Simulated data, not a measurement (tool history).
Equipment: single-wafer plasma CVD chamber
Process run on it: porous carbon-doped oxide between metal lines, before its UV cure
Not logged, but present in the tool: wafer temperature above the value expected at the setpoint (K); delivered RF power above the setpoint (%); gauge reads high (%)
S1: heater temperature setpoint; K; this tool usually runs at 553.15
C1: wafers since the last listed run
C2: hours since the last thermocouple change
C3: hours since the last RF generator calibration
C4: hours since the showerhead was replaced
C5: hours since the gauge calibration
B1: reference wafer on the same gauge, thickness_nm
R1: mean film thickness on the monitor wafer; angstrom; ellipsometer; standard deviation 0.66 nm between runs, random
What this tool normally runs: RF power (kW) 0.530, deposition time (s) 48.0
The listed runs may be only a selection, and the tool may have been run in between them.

{"run": 1, "hour": 0.0, "S1": 553.15, "RF power (kW)": 0.53, "deposition time (s)": 48.0, "C1": 0, "C2": 1109.9, "C3": 1618.1, "C4": 2837.3, "C5": 42.8, "B1": 279.979, "R1": 2849.21}
{"run": 2, "hour": 7.2, "S1": 557.15, "RF power (kW)": 0.53, "deposition time (s)": 48.0, "C1": 87, "C2": 1117.1, "C3": 1625.3, "C4": 2844.5, "C5": 50.0, "B1": 280.013, "R1": 2764.9}
{"run": 3, "hour": 15.0, "S1": 557.15, "RF power (kW)": 0.53, "deposition time (s)": 48.0, "C1": 94, "C2": 1124.9, "C3": 1633.1, "C4": 2852.3, "C5": 57.8, "B1": 279.901, "R1": 2778.93}
{"run": 4, "hour": 28.5, "S1": 557.15, "RF power (kW)": 0.53, "deposition time (s)": 48.0, "C1": 163, "C2": 1138.4, "C3": 1646.6, "C4": 2865.8, "C5": 71.3, "B1": 279.926, "R1": 2767.21}
{"run": 5, "hour": 41.8, "S1": 565.15, "RF power (kW)": 0.53, "deposition time (s)": 48.0, "C1": 161, "C2": 1151.7, "C3": 1659.9, "C4": 2879.1, "C5": 84.6, "B1": 280.145, "R1": 2646.1}
{"run": 6, "hour": 51.9, "S1": 564.15, "RF power (kW)": 0.53, "deposition time (s)": 48.0, "C1": 122, "C2": 1161.8, "C3": 1670.0, "C4": 2889.2, "C5": 94.7, "B1": 279.886, "R1": 2665.01}
{"run": 7, "hour": 62.2, "S1": 564.15, "RF power (kW)": 0.53, "deposition time (s)": 48.0, "C1": 124, "C2": 1172.1, "C3": 1680.3, "C4": 2899.5, "C5": 105.0, "B1": 279.969, "R1": 2652.67}
{"run": 8, "hour": 77.1, "S1": 553.15, "RF power (kW)": 0.51, "deposition time (s)": 48.0, "C1": 180, "C2": 1187.0, "C3": 1695.2, "C4": 2914.4, "C5": 119.9, "B1": 279.952, "R1": 2790.28}
{"run": 9, "hour": 94.6, "S1": 553.15, "RF power (kW)": 0.51, "deposition time (s)": 48.0, "C1": 212, "C2": 1204.5, "C3": 1712.7, "C4": 2931.9, "C5": 137.4, "B1": 280.0, "R1": 2789.89}
{"run": 10, "hour": 109.5, "S1": 556.15, "RF power (kW)": 0.53, "deposition time (s)": 41.8, "C1": 180, "C2": 1219.4, "C3": 1727.6, "C4": 2946.8, "C5": 152.3, "B1": 280.112, "R1": 2436.26}
{"hour": 113.7, "done": "gauge calibrated"}
{"run": 11, "hour": 122.2, "S1": 556.15, "RF power (kW)": 0.53, "deposition time (s)": 41.8, "C1": 154, "C2": 1232.1, "C3": 1740.3, "C4": 2959.5, "C5": 8.5, "B1": 280.148, "R1": 2438.3}
{"hour": 133.0, "done": "thermocouple changed; heater temperature recalibrated"}
{"run": 12, "hour": 133.5, "S1": 553.15, "RF power (kW)": 0.53, "deposition time (s)": 48.0, "C1": 40, "C2": 0.5, "C3": 1751.6, "C4": 2970.8, "C5": 19.8, "B1": 280.073, "R1": 2744.33}
{"run": 13, "hour": 139.3, "S1": 553.15, "RF power (kW)": 0.53, "deposition time (s)": 48.0, "C1": 70, "C2": 6.3, "C3": 1757.4, "C4": 2976.6, "C5": 25.6, "B1": 280.039, "R1": 2747.01}
{"run": 14, "hour": 153.5, "S1": 542.15, "RF power (kW)": 0.62, "deposition time (s)": 38.6, "C1": 172, "C2": 20.5, "C3": 1771.6, "C4": 2990.8, "C5": 39.8, "B1": 279.845, "R1": 2606.64}
{"hour": 171.5, "done": "showerhead replaced"}
{"hour": 172.6, "done": "RF generator calibrated"}
{"run": 15, "hour": 173.1, "S1": 547.15, "RF power (kW)": 0.49, "deposition time (s)": 38.6, "C1": 127, "C2": 40.1, "C3": 0.5, "C4": 1.6, "C5": 59.4, "B1": 280.01, "R1": 2202.75}

Estimate the outcome of run 16 from the log above:
{"run": 16, "hour": 186.1, "S1": 553.15, "RF power (kW)": 0.53, "deposition time (s)": 48.0, "C1": 157, "C2": 53.1, "C3": 13.5, "C4": 14.6, "C5": 72.4, "B1": "?", "R1": "?"}

Run 16 produced B1 279.987, R1 2745.19 angstrom.
On a tool with no hidden condition, and with the same random variation, this run would have come out at R1 2745.44 angstrom.
